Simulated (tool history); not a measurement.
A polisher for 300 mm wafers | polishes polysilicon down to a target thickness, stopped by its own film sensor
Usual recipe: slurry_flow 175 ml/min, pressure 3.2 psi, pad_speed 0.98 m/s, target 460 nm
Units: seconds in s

run,hour,slurry_flow,pressure,pad_speed,target,wafers since the last listed run,wafers polished on this pad,hours since the slurry nozzle was cleaned,hours since the head pressure was calibrated,"incoming thickness of the incoming film, nm",seconds
1,0.0,175,3.2,0.98,460,0,957,397.3,794.6,1082.7,74.3
# hour 16.5: worn pad replaced by a new one
2,17.0,175,3.2,0.98,460,126,4,414.3,811.6,1098.6,79.4
3,32.6,175,3.2,0.98,460,152,156,429.9,827.2,1089.7,73.8
4,40.3,175,3.2,0.98,460,75,232,437.6,834.9,1106.0,79.6
5,54.4,175,3.2,0.98,460,137,369,451.7,849.0,1096.9,77.2
6,70.7,175,3.2,0.98,460,159,528,468.0,865.3,1096.5,80.3
7,81.2,175,3.2,0.98,460,102,631,478.5,875.8,1092.4,79.0
8,89.2,175,3.2,0.98,460,78,709,486.5,883.8,1082.2,77.3
9,104.6,175,3.2,0.98,460,150,859,501.9,899.2,1076.7,74.8
# hour 126.2: worn pad replaced by a new one
# hour 152.5: head pressure recalibrated
10,153.0,175,3.2,0.98,460,413,242,550.3,0.5,1101.3,78.8
11,185.1,175,2.8,0.98,335,313,555,582.4,32.6,1099.3,109.2
12,199.6,175,2.8,0.98,335,141,697,596.9,47.1,1093.1,109.3
13,206.9,175,3.2,0.98,460,71,768,604.2,54.4,1090.9,78.8
14,213.0,175,3.2,0.98,460,59,828,610.3,60.5,1099.0,80.3
# hour 224.6: worn pad replaced by a new one
15,225.1,175,3.2,0.98,460,79,4,622.4,72.6,1069.7,77.2
16,233.2,175,3.2,0.98,460,79,83,630.5,80.7,1090.4,79.3
17,248.9,175,3.2,0.98,460,153,237,646.2,96.4,1086.9,77.3
18,260.2,175,3.2,0.98,460,110,347,657.5,107.7,1105.5,81.6
# hour 270.5: slurry nozzle cleaned
19,271.0,175,3.2,1.28,460,95,443,0.5,118.5,1092.9,51.9
20,284.6,175,3.2,0.98,460,132,575,14.1,132.1,1086.9,68.9
21,294.2,175,3.2,0.98,460,93,669,23.7,141.7,1089.1,71.7
22,305.6,175,2.5,0.72,648,111,781,35.1,153.1,1088.2,84.9
# hour 313.9: worn pad replaced by a new one
23,321.9,190,2.4,0.98,460,120,78,51.4,169.4,1087.4,88.7

What does the tool deliver on the next run?
24,328.1,135,2.4,1.32,460,60,138,57.6,175.6,1083.0,?

Logged for run 24: seconds 73.4 s.
With the hidden condition absent and the run-to-run variation left alone, this run would have shown seconds 70.4 s.
